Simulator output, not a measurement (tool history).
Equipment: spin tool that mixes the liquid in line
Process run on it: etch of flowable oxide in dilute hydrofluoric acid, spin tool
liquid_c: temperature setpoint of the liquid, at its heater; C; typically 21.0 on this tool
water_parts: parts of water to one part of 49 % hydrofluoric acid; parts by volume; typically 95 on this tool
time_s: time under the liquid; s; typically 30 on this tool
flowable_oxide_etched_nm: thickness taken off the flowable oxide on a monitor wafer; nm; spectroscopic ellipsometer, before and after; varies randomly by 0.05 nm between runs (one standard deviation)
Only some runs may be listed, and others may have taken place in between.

run	hour	liquid_c	water_parts	time_s	wafers since the last listed run	hours since the thermometer was replaced	hours since the hydrofluoric acid flow meter was replaced	hours since the gauge calibration	read-back film thickness of the flowable oxide reference wafer, read on the same gauge (nm)	flowable_oxide_etched_nm
1	0.0	21.0	95	30	0	441.5	244.0	455.7	120.04	9.11
2	24.8	21.0	95	30	348	466.3	268.8	480.5	119.96	9.06
3	42.1	21.0	95	30	242	483.6	286.1	497.8	120.00	9.10
4	59.0	21.0	95	30	237	500.5	303.0	514.7	119.95	9.14
5	102.0	21.0	95	35	603	543.5	346.0	557.7	120.02	10.58
6	125.5	21.0	95	35	329	567.0	369.5	581.2	119.99	10.54
7	139.8	21.0	95	30	200	581.3	383.8	595.5	120.05	9.04
8	173.3	21.0	95	30	470	614.8	417.3	629.0	120.01	8.96
9	203.6	21.0	95	30	425	645.1	447.6	659.3	120.01	8.99
10	238.0	21.0	95	30	482	679.5	482.0	693.7	120.01	8.93
11	254.3	21.0	95	30	228	695.8	498.3	710.0	119.99	8.90
12	269.7	21.0	95	30	216	711.2	513.7	725.4	119.99	8.89
# hour 272.4: gauge calibrated
13	288.5	21.0	95	30	263	730.0	532.5	16.1	120.00	8.94
14	304.7	21.0	95	30	227	746.2	548.7	32.3	119.99	8.99
15	324.5	21.0	95	30	277	766.0	568.5	52.1	119.97	8.98
16	344.4	17.5	45	15	279	785.9	588.4	72.0	120.01	8.51
17	360.0	21.0	120	30	219	801.5	604.0	87.6	120.00	6.79
18	374.3	21.0	110	30	200	815.8	618.3	101.9	120.00	7.54
# hour 404.4: thermometer replaced
19	405.1	21.0	95	30	418	0.7	649.1	132.7	120.00	8.80
20	437.8	21.0	95	30	459	33.4	681.8	165.4	120.01	8.68
21	470.1	21.0	95	30	453	65.7	714.1	197.7	120.04	8.74
22	492.0	21.0	95	30	307	87.6	736.0	219.6	119.98	8.81
# hour 509.8: hydrofluoric acid flow meter replaced
23	516.0	21.0	135	45	322	111.6	6.2	243.6	119.97	9.47
24	537.3	21.0	45	30	299	132.9	27.5	264.9	120.01	21.04
25	553.7	25.5	130	40	230	149.3	43.9	281.3	120.01	10.39
26	572.0	17.0	75	15	256	167.6	62.2	299.6	120.02	5.17
27	603.2	21.0	60	20	438	198.8	93.4	330.8	120.00	10.37
28	623.4	21.0	95	30	283	219.0	113.6	351.0	120.01	9.23
29	699.2	23.0	135	15	1064	294.8	189.4	426.8	120.03	3.37
30	732.1	21.0	95	30	461	327.7	222.3	459.7	120.00	9.27
31	748.4	23.0	145	15	228	344.0	238.6	476.0	120.01	3.11

Here are 5 independent what-if runs from the current tool condition. What would each one return?
A	748.8	21.0	95	30	5	344.4	239.0	476.4	?	?
B	748.8	18.5	140	30	5	344.4	239.0	476.4	?	?
C	748.8	21.0	140	30	5	344.4	239.0	476.4	?	?
D	748.8	26.0	45	20	5	344.4	239.0	476.4	?	?
E	748.8	21.0	95	15	5	344.4	239.0	476.4	?	?

run	read-back film thickness of the flowable oxide reference wafer, read on the same gauge (nm)	flowable_oxide_etched_nm
A	119.98	9.13
B	119.98	5.33
C	119.98	5.89
D	119.98	16.81
E	119.98	4.57
Without the tool's unlogged condition, the same runs would have read:
run	flowable_oxide_etched_nm
A	9.34
B	5.45
C	6.03
D	17.17
E	4.67
